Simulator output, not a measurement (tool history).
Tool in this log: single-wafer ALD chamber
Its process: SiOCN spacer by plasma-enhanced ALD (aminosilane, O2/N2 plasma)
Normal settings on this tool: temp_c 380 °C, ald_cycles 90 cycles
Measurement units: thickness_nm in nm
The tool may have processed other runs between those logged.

| run | hour | temp_c | ald_cycles | read-back reference wafer on the same gauge, thickness_nm | thickness_nm |
|---|---|---|---|---|---|
| 1 | 0.0 | 380 | 96 | 4.542 | 5.436 |
| 2 | 16.6 | 372 | 90 | 4.552 | 5.097 |
|  | 28.5 | gauge calibrated |
| 3 | 29.1 | 372 | 90 | 4.545 | 5.108 |
| 4 | 41.6 | 372 | 90 | 4.548 | 5.080 |
| 5 | 65.0 | 380 | 90 | 4.548 | 5.119 |
| 6 | 97.8 | 380 | 90 | 4.548 | 5.098 |
| 7 | 110.3 | 380 | 90 | 4.552 | 5.100 |
| 8 | 127.1 | 391 | 96 | 4.546 | 5.473 |
| 9 | 142.8 | 391 | 96 | 4.554 | 5.416 |
| 10 | 163.2 | 376 | 84 | 4.554 | 4.775 |
| 11 | 187.9 | 390 | 90 | 4.545 | 5.107 |
| 12 | 208.3 | 380 | 97 | 4.551 | 5.520 |
|  | 237.1 | thermocouple changed; heater temperature recalibrated |
| 13 | 240.8 | 365 | 90 | 4.556 | 5.115 |
| 14 | 263.6 | 366 | 77 | 4.550 | 4.396 |
| 15 | 276.2 | 380 | 90 | 4.541 | 5.134 |
|  | 287.4 | gauge calibrated |
| 16 | 309.2 | 372 | 78 | 4.552 | 4.445 |
| 17 | 334.9 | 380 | 90 | 4.553 | 5.094 |
| 18 | 365.6 | 380 | 90 | 4.547 | 5.072 |

Predict each of these 3 candidate next runs independently; none follows another, all start after run 18:
| A | 366.2 | 380 | 90 | ? | ? |
| B | 366.2 | 376 | 100 | ? | ? |
| C | 366.2 | 366 | 84 | ? | ? |

| run | read-back reference wafer on the same gauge, thickness_nm | thickness_nm |
|---|---|---|
| A | 4.546 | 5.101 |
| B | 4.546 | 5.668 |
| C | 4.546 | 4.761 |
Had the tool no hidden state, the same runs would have come out as:
| run | thickness_nm |
|---|---|
| A | 5.101 |
| B | 5.668 |
| C | 4.761 |
